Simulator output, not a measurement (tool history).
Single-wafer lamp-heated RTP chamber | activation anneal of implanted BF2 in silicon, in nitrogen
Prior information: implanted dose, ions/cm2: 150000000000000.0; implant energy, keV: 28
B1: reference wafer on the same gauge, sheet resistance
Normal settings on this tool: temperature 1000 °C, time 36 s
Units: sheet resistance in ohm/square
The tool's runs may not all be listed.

Run 1, hour 0.0: usual settings; B1 601.20. Result: sheet resistance 636.24 ohm/square.
Run 2, hour 103.6: usual settings; B1 600.74. Result: sheet resistance 636.46 ohm/square.
Run 3, hour 195.6: usual settings; B1 600.39. Result: sheet resistance 635.67 ohm/square.
Run 4, hour 244.2: usual settings but temperature 1022 °C, time 49 s; B1 600.81. Result: sheet resistance 629.51 ohm/square.
Run 5, hour 330.5: usual settings but time 25 s; B1 600.86. Result: sheet resistance 638.24 ohm/square.
Run 6, hour 472.0: usual settings but temperature 1024 °C; B1 601.37. Result: sheet resistance 630.18 ohm/square.
At hour 526.7: pyrometer window cleaned and pyrometer calibrated.
At hour 543.7: reflector plate cleaned.
Run 7, hour 559.4: usual settings but temperature 1024 °C; B1 600.74. Result: sheet resistance 631.31 ohm/square.
Run 8, hour 662.2: usual settings but temperature 1024 °C; B1 601.21. Result: sheet resistance 632.18 ohm/square.
Run 9, hour 761.9: usual settings; B1 601.16. Result: sheet resistance 634.49 ohm/square.
Run 10, hour 859.3: usual settings; B1 601.10. Result: sheet resistance 634.34 ohm/square.
At hour 887.8: gauge calibrated.
Run 11, hour 921.1: usual settings; B1 601.29. Result: sheet resistance 635.59 ohm/square.
Run 12, hour 978.7: usual settings; B1 600.88. Result: sheet resistance 634.41 ohm/square.
Run 13, hour 1029.6: usual settings but temperature 1021 °C; B1 600.84. Result: sheet resistance 633.79 ohm/square.
At hour 1064.6: reflector plate cleaned.
At hour 1083.7: pyrometer window cleaned and pyrometer calibrated.
Run 14, hour 1121.4: usual settings but temperature 1021 °C; B1 601.22. Result: sheet resistance 632.35 ohm/square.
Run 15, hour 1204.6: usual settings but time 30 s; B1 601.02. Result: sheet resistance 637.17 ohm/square.
Run 16, hour 1296.8: usual settings but time 30 s; B1 601.04. Result: sheet resistance 637.09 ohm/square.
Run 17, hour 1391.7: usual settings but time 30 s; B1 601.03. Result: sheet resistance 637.10 ohm/square.
Run 18, hour 1448.6: usual settings but temperature 984 °C, time 42 s; B1 601.50. Result: sheet resistance 638.41 ohm/square.
Run 19, hour 1486.1: usual settings but temperature 988 °C, time 21 s; B1 601.29. Result: sheet resistance 641.45 ohm/square.
Run 20, hour 1540.3: usual settings but temperature 1024 °C; B1 600.98. Result: sheet resistance 629.73 ohm/square.
Run 21, hour 1609.3: usual settings but temperature 985 °C, time 26 s; B1 601.05. Result: sheet resistance 642.05 ohm/square.
At hour 1629.0: pyrometer window cleaned and pyrometer calibrated.
At hour 1632.2: reflector plate cleaned.
Run 22, hour 1654.6: usual settings but temperature 1027 °C, time 24 s; B1 600.66. Result: sheet resistance 634.27 ohm/square.
Run 23, hour 1758.2: usual settings but temperature 981 °C, time 53 s; B1 601.16. Result: sheet resistance 637.20 ohm/square.
Run 24, hour 1850.4: usual settings but temperature 1022 °C, time 20 s; B1 600.91. Result: sheet resistance 634.99 ohm/square.
Run 25, hour 1936.7: usual settings but temperature 973 °C, time 46 s; B1 601.06. Result: sheet resistance 641.89 ohm/square.
Run 26, hour 1975.5: usual settings but time 51 s; B1 601.05. Result: sheet resistance 634.12 ohm/square.
Run 27, hour 2065.8: usual settings; B1 601.26. Result: sheet resistance 634.98 ohm/square.
Run 28, hour 2127.5: usual settings but temperature 1019 °C, time 23 s; B1 601.14. Result: sheet resistance 635.11 ohm/square.
At hour 2136.3: reflector plate cleaned.
Run 29, hour 2199.5: usual settings but temperature 1023 °C, time 21 s; B1 601.14. Result: sheet resistance 635.48 ohm/square.
At hour 2222.5: pyrometer window cleaned and pyrometer calibrated.
Run 30, hour 2250.9: usual settings but temperature 987 °C, time 20 s; B1 600.99. Result: sheet resistance 642.22 ohm/square.
Run 31, hour 2339.8: usual settings but time 28 s; B1 601.14. Result: sheet resistance 637.10 ohm/square.
Run 32, hour 2432.2: usual settings; B1 601.09. Result: sheet resistance 635.87 ohm/square.
Run 33, hour 2472.9: usual settings but temperature 1023 °C, time 53 s; B1 600.95. Result: sheet resistance 626.66 ohm/square.
Run 34, hour 2574.3: usual settings but time 55 s; B1 601.11. Result: sheet resistance 632.48 ohm/square.
Run 35, hour 2651.1: usual settings; B1 601.03. Result: sheet resistance 634.27 ohm/square.
At hour 2694.7: pyrometer window cleaned and pyrometer calibrated.
Run 36, hour 2707.0: usual settings but temperature 1013 °C, time 24 s; B1 600.73. Result: sheet resistance 635.71 ohm/square.

Exercise: give the hidden state of the tool at every run:
true wafer temperature minus pyrometer reading, K: 0 at every run
wafer temperature error from the tarnished reflector plate, K: 0 at every run
gauge reads high (%): 0 at every run
